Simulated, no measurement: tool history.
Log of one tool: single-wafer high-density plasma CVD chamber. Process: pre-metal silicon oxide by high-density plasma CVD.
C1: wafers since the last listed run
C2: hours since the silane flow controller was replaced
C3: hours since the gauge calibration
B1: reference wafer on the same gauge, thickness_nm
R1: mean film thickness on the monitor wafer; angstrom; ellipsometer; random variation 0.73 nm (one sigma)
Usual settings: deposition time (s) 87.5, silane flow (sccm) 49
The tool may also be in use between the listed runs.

{"run": 1, "day": 0.0, "deposition time (s)": 87.5, "silane flow (sccm)": 49, "C1": 0, "C2": 2234.3, "C3": 496.7, "B1": 480.081, "R1": 4821.91}
{"run": 2, "day": 1.408, "deposition time (s)": 87.5, "silane flow (sccm)": 49, "C1": 528, "C2": 2268.1, "C3": 530.5, "B1": 479.939, "R1": 4827.16}
{"run": 3, "day": 4.325, "deposition time (s)": 79.3, "silane flow (sccm)": 49, "C1": 1094, "C2": 2338.1, "C3": 600.5, "B1": 479.905, "R1": 4376.86}
{"run": 4, "day": 5.675, "deposition time (s)": 79.3, "silane flow (sccm)": 49, "C1": 506, "C2": 2370.5, "C3": 632.9, "B1": 479.924, "R1": 4384.46}
{"run": 5, "day": 6.975, "deposition time (s)": 87.5, "silane flow (sccm)": 54, "C1": 487, "C2": 2401.7, "C3": 664.1, "B1": 479.997, "R1": 5076.41}
{"run": 6, "day": 9.825, "deposition time (s)": 87.5, "silane flow (sccm)": 54, "C1": 1069, "C2": 2470.1, "C3": 732.5, "B1": 479.963, "R1": 5105.31}
{"run": 7, "day": 10.896, "deposition time (s)": 87.5, "silane flow (sccm)": 54, "C1": 401, "C2": 2495.8, "C3": 758.2, "B1": 480.072, "R1": 5100.21}
{"run": 8, "day": 12.638, "deposition time (s)": 87.5, "silane flow (sccm)": 49, "C1": 653, "C2": 2537.6, "C3": 800.0, "B1": 480.045, "R1": 4862.15}
{"run": 9, "day": 14.312, "deposition time (s)": 93.8, "silane flow (sccm)": 40, "C1": 628, "C2": 2577.8, "C3": 840.2, "B1": 480.056, "R1": 4727.91}
{"day": 14.767, "done": "gauge calibrated"}
{"day": 14.821, "done": "silane flow controller replaced"}
{"run": 10, "day": 17.188, "deposition time (s)": 70.3, "silane flow (sccm)": 53, "C1": 953, "C2": 56.8, "C3": 58.1, "B1": 479.952, "R1": 3905.0}
{"run": 11, "day": 19.779, "deposition time (s)": 80.9, "silane flow (sccm)": 40, "C1": 972, "C2": 119.0, "C3": 120.3, "B1": 480.02, "R1": 3917.03}
{"run": 12, "day": 22.712, "deposition time (s)": 78.9, "silane flow (sccm)": 45, "C1": 1100, "C2": 189.4, "C3": 190.7, "B1": 479.962, "R1": 4035.4}
{"run": 13, "day": 23.729, "deposition time (s)": 103.8, "silane flow (sccm)": 52, "C1": 381, "C2": 213.8, "C3": 215.1, "B1": 480.045, "R1": 5705.37}
{"run": 14, "day": 25.221, "deposition time (s)": 95.9, "silane flow (sccm)": 42, "C1": 559, "C2": 249.6, "C3": 250.9, "B1": 480.001, "R1": 4742.55}
{"run": 15, "day": 27.35, "deposition time (s)": 77.1, "silane flow (sccm)": 40, "C1": 799, "C2": 300.7, "C3": 302.0, "B1": 479.949, "R1": 3734.51}

Measured less the same run without the tool's hidden state. The same run-to-run variation is in both; the gauge's scatter may not be:
The hidden state here: delivered silane flow above the setpoint (%); gauge reads high (%).
run=1 R1=+146.42
run=2 R1=+149.93
run=3 R1=+142.38
run=4 R1=+145.67
run=5 R1=+172.10
run=6 R1=+180.80
run=7 R1=+183.55
run=8 R1=+179.61
run=9 R1=+179.03
run=10 R1=-8.36
run=11 R1=-8.19
run=12 R1=-8.00
run=13 R1=-11.04
run=14 R1=-8.79
run=15 R1=-6.41

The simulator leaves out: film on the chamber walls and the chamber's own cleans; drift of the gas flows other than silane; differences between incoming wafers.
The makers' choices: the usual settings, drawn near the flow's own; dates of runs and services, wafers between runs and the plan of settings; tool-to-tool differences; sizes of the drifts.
